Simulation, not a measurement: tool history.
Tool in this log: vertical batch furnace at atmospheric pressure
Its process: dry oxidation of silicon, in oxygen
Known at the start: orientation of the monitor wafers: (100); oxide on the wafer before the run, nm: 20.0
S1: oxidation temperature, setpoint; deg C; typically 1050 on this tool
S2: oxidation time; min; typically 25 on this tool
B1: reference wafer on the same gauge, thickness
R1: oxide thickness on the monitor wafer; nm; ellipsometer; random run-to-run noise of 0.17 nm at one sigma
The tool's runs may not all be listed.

{"run": 1, "hour": 0.0, "S1": 1050, "S2": 25, "B1": 45.57, "R1": 47.43}
{"run": 2, "hour": 54.5, "S1": 1050, "S2": 25, "B1": 45.59, "R1": 47.93}
{"run": 3, "hour": 79.4, "S1": 1050, "S2": 25, "B1": 45.66, "R1": 47.79}
{"run": 4, "hour": 104.7, "S1": 1050, "S2": 25, "B1": 45.58, "R1": 47.61}
{"run": 5, "hour": 155.2, "S1": 1050, "S2": 25, "B1": 45.61, "R1": 47.53}
{"run": 6, "hour": 317.3, "S1": 1039, "S2": 25, "B1": 45.61, "R1": 44.18}
{"run": 7, "hour": 364.3, "S1": 1039, "S2": 25, "B1": 45.69, "R1": 44.36}
{"run": 8, "hour": 412.6, "S1": 1064, "S2": 25, "B1": 45.67, "R1": 52.41}
{"run": 9, "hour": 440.6, "S1": 1062, "S2": 25, "B1": 45.55, "R1": 51.62}
{"run": 10, "hour": 518.5, "S1": 1050, "S2": 22.5, "B1": 45.57, "R1": 45.51}
{"hour": 585.1, "done": "boat lift adjusted"}
{"run": 11, "hour": 585.6, "S1": 1050, "S2": 22.5, "B1": 45.63, "R1": 46.46}
{"hour": 605.5, "done": "gauge calibrated"}
{"run": 12, "hour": 624.0, "S1": 1050, "S2": 22.5, "B1": 45.68, "R1": 46.7}
{"run": 13, "hour": 653.3, "S1": 1040, "S2": 25, "B1": 45.62, "R1": 45.82}
{"run": 14, "hour": 680.0, "S1": 1028, "S2": 32.5, "B1": 45.6, "R1": 47.4}
{"run": 15, "hour": 727.0, "S1": 1041, "S2": 25, "B1": 45.57, "R1": 45.95}
{"run": 16, "hour": 773.2, "S1": 1031, "S2": 15.5, "B1": 45.63, "R1": 35.22}
{"run": 17, "hour": 828.2, "S1": 1050, "S2": 25, "B1": 45.6, "R1": 48.9}
{"run": 18, "hour": 890.2, "S1": 1026, "S2": 19.5, "B1": 45.57, "R1": 37.36}
{"hour": 925.0, "done": "thermocouples replaced and temperature profile calibrated"}
{"run": 19, "hour": 941.6, "S1": 1073, "S2": 18.5, "B1": 45.62, "R1": 49.39}
{"run": 20, "hour": 982.5, "S1": 1062, "S2": 16.5, "B1": 45.57, "R1": 43.28}
{"run": 21, "hour": 1018.3, "S1": 1039, "S2": 25, "B1": 45.59, "R1": 44.83}
{"run": 22, "hour": 1061.0, "S1": 1042, "S2": 25, "B1": 45.6, "R1": 46.03}
{"run": 23, "hour": 1096.6, "S1": 1073, "S2": 18.5, "B1": 45.65, "R1": 48.82}
{"run": 24, "hour": 1144.3, "S1": 1029, "S2": 21.5, "B1": 45.64, "R1": 39.21}
{"run": 25, "hour": 1186.8, "S1": 1050, "S2": 25, "B1": 45.6, "R1": 48.37}
{"run": 26, "hour": 1254.3, "S1": 1034, "S2": 15.5, "B1": 45.65, "R1": 35.42}

Below are 5 alternative next runs, each starting from the tool's condition after run 26. Predict each:
{"run": "A", "hour": 1258.5, "S1": 1050, "S2": 14.5, "B1": "?", "R1": "?"}
{"run": "B", "hour": 1258.5, "S1": 1050, "S2": 30, "B1": "?", "R1": "?"}
{"run": "C", "hour": 1258.5, "S1": 1030, "S2": 15, "B1": "?", "R1": "?"}
{"run": "D", "hour": 1258.5, "S1": 1031, "S2": 22, "B1": "?", "R1": "?"}
{"run": "E", "hour": 1258.5, "S1": 1034, "S2": 21, "B1": "?", "R1": "?"}

run=A B1=45.59 R1=38.06
run=B B1=45.59 R1=52.81
run=C B1=45.59 R1=34.24
run=D B1=45.59 R1=40.09
run=E B1=45.59 R1=40.09
Take away the tool's hidden state, keep each run's random variation, and the runs would have read:
run=A R1=38.71
run=B R1=53.88
run=C R1=34.81
run=D R1=40.84
run=E R1=40.84
